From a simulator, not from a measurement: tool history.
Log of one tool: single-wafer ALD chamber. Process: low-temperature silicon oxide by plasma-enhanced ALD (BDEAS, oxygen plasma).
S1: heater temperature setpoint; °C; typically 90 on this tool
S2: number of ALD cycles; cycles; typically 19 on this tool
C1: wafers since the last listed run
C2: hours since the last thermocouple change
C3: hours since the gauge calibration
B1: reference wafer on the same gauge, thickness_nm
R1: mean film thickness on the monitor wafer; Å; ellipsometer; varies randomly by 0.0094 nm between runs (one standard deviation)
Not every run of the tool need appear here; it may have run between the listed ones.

Run 1, hour 0.0: usual settings but S1 83 °C; C1 0; C2 495.0; C3 510.2; B1 2.569. Result: R1 28.64 Å.
Run 2, hour 29.1: usual settings but S1 83 °C; C1 318; C2 524.1; C3 539.3; B1 2.572. Result: R1 28.51 Å.
Run 3, hour 42.1: usual settings but S2 20 cycles; C1 142; C2 537.1; C3 552.3; B1 2.568. Result: R1 29.37 Å.
Run 4, hour 73.2: usual settings but S2 20 cycles; C1 340; C2 568.2; C3 583.4; B1 2.571. Result: R1 29.56 Å.
Run 5, hour 103.9: usual settings but S2 20 cycles; C1 336; C2 598.9; C3 614.1; B1 2.569. Result: R1 29.69 Å.
Run 6, hour 122.1: usual settings; C1 199; C2 617.1; C3 632.3; B1 2.568. Result: R1 28.23 Å.
Run 7, hour 149.4: usual settings; C1 299; C2 644.4; C3 659.6; B1 2.569. Result: R1 28.26 Å.
Run 8, hour 185.1: usual settings; C1 391; C2 680.1; C3 695.3; B1 2.570. Result: R1 27.89 Å.
Run 9, hour 210.7: usual settings; C1 280; C2 705.7; C3 720.9; B1 2.569. Result: R1 28.06 Å.
Run 10, hour 240.5: usual settings; C1 326; C2 735.5; C3 750.7; B1 2.571. Result: R1 27.98 Å.
Run 11, hour 263.1: usual settings; C1 247; C2 758.1; C3 773.3; B1 2.572. Result: R1 28.20 Å.
Run 12, hour 283.0: usual settings; C1 218; C2 778.0; C3 793.2; B1 2.570. Result: R1 28.15 Å.
Run 13, hour 309.7: usual settings; C1 292; C2 804.7; C3 819.9; B1 2.570. Result: R1 28.08 Å.
Run 14, hour 343.4: usual settings; C1 369; C2 838.4; C3 853.6; B1 2.569. Result: R1 28.11 Å.
Run 15, hour 377.7: usual settings; C1 375; C2 872.7; C3 887.9; B1 2.571. Result: R1 28.10 Å.
Run 16, hour 408.4: usual settings; C1 336; C2 903.4; C3 918.6; B1 2.572. Result: R1 28.07 Å.
Run 17, hour 440.8: usual settings; C1 355; C2 935.8; C3 951.0; B1 2.570. Result: R1 28.23 Å.
Run 18, hour 469.4: usual settings; C1 313; C2 964.4; C3 979.6; B1 2.567. Result: R1 28.11 Å.
Run 19, hour 483.6: usual settings; C1 155; C2 978.6; C3 993.8; B1 2.570. Result: R1 28.25 Å.
Run 20, hour 507.8: usual settings but S1 81 °C; C1 265; C2 1002.8; C3 1018.0; B1 2.570. Result: R1 28.92 Å.
Run 21, hour 534.4: usual settings but S2 16 cycles; C1 291; C2 1029.4; C3 1044.6; B1 2.567. Result: R1 23.69 Å.
Run 22, hour 630.3: usual settings; C1 1051; C2 1125.3; C3 1140.5; B1 2.571. Result: R1 28.19 Å.
Run 23, hour 657.8: usual settings; C1 301; C2 1152.8; C3 1168.0; B1 2.569. Result: R1 28.22 Å.
At hour 672.1: thermocouple changed; heater temperature recalibrated.
Run 24, hour 687.9: usual settings but S1 98 °C; C1 242; C2 15.8; C3 1198.1; B1 2.571. Result: R1 27.23 Å.
Run 25, hour 721.8: usual settings but S1 103 °C; C1 371; C2 49.7; C3 1232.0; B1 2.571. Result: R1 26.78 Å.
Run 26, hour 751.5: usual settings but S1 82 °C, S2 20 cycles; C1 325; C2 79.4; C3 1261.7; B1 2.569. Result: R1 29.91 Å.
Run 27, hour 786.4: usual settings but S1 78 °C, S2 16 cycles; C1 382; C2 114.3; C3 1296.6; B1 2.572. Result: R1 24.28 Å.
At hour 812.5: gauge calibrated.
Run 28, hour 818.1: usual settings but S1 104 °C, S2 21 cycles; C1 347; C2 146.0; C3 5.6; B1 2.572. Result: R1 29.79 Å.
Run 29, hour 845.0: usual settings but S1 96 °C, S2 16 cycles; C1 294; C2 172.9; C3 32.5; B1 2.569. Result: R1 23.10 Å.
Run 30, hour 857.9: usual settings but S1 77 °C, S2 17 cycles; C1 141; C2 185.8; C3 45.4; B1 2.572. Result: R1 26.04 Å.
Run 31, hour 878.9: usual settings but S1 101 °C, S2 17 cycles; C1 230; C2 206.8; C3 66.4; B1 2.569. Result: R1 24.14 Å.
Run 32, hour 906.3: usual settings but S1 101 °C, S2 16 cycles; C1 300; C2 234.2; C3 93.8; B1 2.572. Result: R1 22.75 Å.
Run 33, hour 933.8: usual settings but S1 104 °C, S2 21 cycles; C1 301; C2 261.7; C3 121.3; B1 2.571. Result: R1 29.63 Å.
Run 34, hour 1020.3: usual settings but S1 85 °C; C1 948; C2 348.2; C3 207.8; B1 2.569. Result: R1 28.49 Å.
Run 35, hour 1046.1: usual settings but S2 18 cycles; C1 282; C2 374.0; C3 233.6; B1 2.567. Result: R1 26.52 Å.
Run 36, hour 1075.6: usual settings but S1 102 °C, S2 15 cycles; C1 323; C2 403.5; C3 263.1; B1 2.570. Result: R1 21.24 Å.
Run 37, hour 1088.1: usual settings but S1 78 °C, S2 21 cycles; C1 137; C2 416.0; C3 275.6; B1 2.570. Result: R1 32.08 Å.
Run 38, hour 1106.8: usual settings; C1 204; C2 434.7; C3 294.3; B1 2.569. Result: R1 28.05 Å.
Run 39, hour 1128.8: usual settings; C1 241; C2 456.7; C3 316.3; B1 2.571. Result: R1 28.00 Å.

Consider 3 possible next runs. They are alternatives, not a sequence: every one starts from the tool as it was left by run 39. What does each give?
Run A, hour 1129.2: usual settings; C1 4; C2 457.1; C3 316.7; B1 ?. Result: R1 ?.
Run B, hour 1129.2: usual settings but S1 76 °C, S2 21 cycles; C1 4; C2 457.1; C3 316.7; B1 ?. Result: R1 ?.
Run C, hour 1129.2: usual settings but S1 75 °C, S2 23 cycles; C1 4; C2 457.1; C3 316.7; B1 ?. Result: R1 ?.

run     B1     R1
  A  2.570  28.04
  B  2.570  32.31
  C  2.570  35.49
With the hidden condition removed and each run's random variation left untouched, the same runs would have given:
run     R1
  A  27.81
  B  32.06
  C  35.22
